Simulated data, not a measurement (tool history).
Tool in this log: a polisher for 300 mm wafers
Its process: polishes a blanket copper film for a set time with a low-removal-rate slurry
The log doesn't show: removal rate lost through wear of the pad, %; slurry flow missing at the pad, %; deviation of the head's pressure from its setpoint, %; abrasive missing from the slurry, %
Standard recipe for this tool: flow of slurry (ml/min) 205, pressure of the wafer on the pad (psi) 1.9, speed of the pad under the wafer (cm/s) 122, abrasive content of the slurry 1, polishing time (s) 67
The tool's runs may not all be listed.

| run | hour | flow of slurry (ml/min) | pressure of the wafer on the pad (psi) | speed of the pad under the wafer (cm/s) | abrasive content of the slurry | polishing time (s) | wafers since the last listed run | wafers polished on this pad | hours since the slurry nozzle was cleaned | hours since the head pressure was calibrated | hours since the slurry blender was calibrated | incoming thickness of the incoming film, nm | film removed (angstrom) |
|---|---|---|---|---|---|---|---|---|---|---|---|---|---|
| 1 | 0 | 205 | 1.9 | 122 | 1.25 | 67 | 0 | 511 | 121.1 | 767.1 | 80.2 | 1175.9 | 1432 |
| 2 | 8 | 205 | 1.9 | 122 | 1.25 | 67 | 76 | 587 | 129.1 | 775.1 | 88.2 | 1200.8 | 1423 |
| 3 | 19 | 205 | 1.9 | 122 | 1 | 67 | 105 | 693 | 140.1 | 786.1 | 99.2 | 1181.7 | 1282 |
| 4 | 27.6 | 205 | 1.9 | 122 | 1 | 67 | 82 | 775 | 148.7 | 794.7 | 107.8 | 1177 | 1299 |
| 5 | 36.9 | 205 | 1.9 | 122 | 1 | 67 | 89 | 864 | 158 | 804 | 117.1 | 1177.4 | 1291 |
|  | 48.3 | worn pad replaced by a new one |
| 6 | 51.8 | 205 | 1.9 | 122 | 1 | 67 | 104 | 33 | 172.9 | 818.9 | 132 | 1194.8 | 1282 |
|  | 56.7 | head pressure recalibrated |
| 7 | 59.2 | 205 | 1.9 | 122 | 1 | 67 | 51 | 84 | 180.3 | 2.5 | 139.4 | 1196.2 | 1274 |
| 8 | 73.4 | 165 | 1.9 | 122 | 1 | 67 | 136 | 221 | 194.5 | 16.7 | 153.6 | 1186.2 | 1219 |
| 9 | 85.5 | 150 | 1.9 | 122 | 1 | 67 | 116 | 337 | 206.6 | 28.8 | 165.7 | 1168.8 | 1197 |
| 10 | 98 | 205 | 1.9 | 122 | 1 | 67 | 119 | 456 | 219.1 | 41.3 | 178.2 | 1169.1 | 1242 |
| 11 | 114.2 | 205 | 1.9 | 122 | 1 | 67 | 155 | 612 | 235.3 | 57.5 | 194.4 | 1158.8 | 1240 |
|  | 127.3 | slurry blender recalibrated |
| 12 | 130.3 | 205 | 1.9 | 122 | 1 | 75 | 135 | 747 | 251.4 | 73.6 | 3 | 1184.2 | 1499 |
|  | 140.4 | worn pad replaced by a new one |
| 13 | 141.4 | 150 | 1.9 | 122 | 1.15 | 67 | 68 | 9 | 262.5 | 84.7 | 14.1 | 1195.8 | 1317 |
| 14 | 157.9 | 205 | 1.9 | 122 | 1 | 67 | 158 | 167 | 279 | 101.2 | 30.6 | 1190.2 | 1335 |
| 15 | 168.3 | 205 | 2.4 | 122 | 1 | 67 | 99 | 267 | 289.4 | 111.6 | 41 | 1193.8 | 1690 |
|  | 183 | slurry nozzle cleaned |
| 16 | 184.1 | 205 | 1.9 | 122 | 1 | 67 | 141 | 409 | 1.1 | 127.4 | 56.8 | 1181.9 | 1313 |
| 17 | 197.8 | 250 | 1.9 | 122 | 1 | 51 | 131 | 540 | 14.8 | 141.1 | 70.5 | 1182.2 | 1017 |
| 18 | 214.5 | 180 | 1.6 | 154 | 0.85 | 67 | 160 | 700 | 31.5 | 157.8 | 87.2 | 1171 | 1199 |
| 19 | 227.5 | 235 | 2.4 | 80 | 1 | 52 | 124 | 825 | 44.5 | 170.8 | 100.2 | 1177.1 | 985 |
|  | 237.8 | worn pad replaced by a new one |
| 20 | 242.1 | 205 | 2.2 | 122 | 1 | 46 | 101 | 41 | 59.1 | 185.4 | 114.8 | 1190 | 1005 |
| 21 | 259.8 | 205 | 1.9 | 122 | 1 | 67 | 169 | 210 | 76.8 | 203.1 | 132.5 | 1177.2 | 1281 |
| 22 | 274.6 | 260 | 1.9 | 122 | 0.75 | 55 | 141 | 352 | 91.6 | 217.9 | 147.3 | 1164.7 | 976 |
| 23 | 288.5 | 205 | 1.9 | 122 | 0.9 | 48 | 133 | 485 | 105.5 | 231.8 | 161.2 | 1177.9 | 888 |
| 24 | 301.2 | 205 | 1.9 | 122 | 1 | 67 | 121 | 607 | 118.2 | 244.5 | 173.9 | 1157 | 1236 |
| 25 | 307.5 | 205 | 1.9 | 96 | 1.25 | 45 | 60 | 668 | 124.5 | 250.8 | 180.2 | 1181.6 | 765 |
| 26 | 322.8 | 205 | 1.9 | 122 | 0.9 | 48 | 146 | 814 | 139.8 | 266.1 | 195.5 | 1181.4 | 853 |
| 27 | 329.6 | 205 | 1.9 | 122 | 1 | 67 | 65 | 880 | 146.6 | 272.9 | 202.3 | 1181.5 | 1216 |
|  | 339.7 | worn pad replaced by a new one |
| 28 | 342.5 | 205 | 2.3 | 122 | 1 | 67 | 85 | 26 | 159.5 | 285.8 | 215.2 | 1188.8 | 1446 |
|  | 353.5 | slurry blender recalibrated |
| 29 | 354 | 205 | 1.7 | 144 | 1 | 67 | 91 | 118 | 171 | 297.3 | 0.5 | 1176.5 | 1331 |

Below are 5 alternative next runs, each starting from the tool's condition after run 29. Predict each:
| A | 354.5 | 205 | 2.2 | 122 | 1 | 67 | 4 | 122 | 171.5 | 297.8 | 1 | 1198.6 | ? |
| B | 354.5 | 155 | 1.5 | 122 | 1 | 67 | 4 | 122 | 171.5 | 297.8 | 1 | 1198.6 | ? |
| C | 354.5 | 165 | 2.2 | 150 | 1 | 67 | 4 | 122 | 171.5 | 297.8 | 1 | 1198.6 | ? |
| D | 354.5 | 180 | 2.4 | 86 | 1 | 67 | 4 | 122 | 171.5 | 297.8 | 1 | 1198.6 | ? |
| E | 354.5 | 225 | 1.3 | 122 | 0.9 | 67 | 4 | 122 | 171.5 | 297.8 | 1 | 1198.6 | ? |

| run | film removed (angstrom) |
|---|---|
| A | 1523 |
| B | 1011 |
| C | 1710 |
| D | 1285 |
| E | 910 |
Take away the tool's hidden state, keep each run's random variation, and the runs would have read:
| run | film removed (angstrom) |
|---|---|
| A | 1530 |
| B | 1016 |
| C | 1718 |
| D | 1290 |
| E | 914 |

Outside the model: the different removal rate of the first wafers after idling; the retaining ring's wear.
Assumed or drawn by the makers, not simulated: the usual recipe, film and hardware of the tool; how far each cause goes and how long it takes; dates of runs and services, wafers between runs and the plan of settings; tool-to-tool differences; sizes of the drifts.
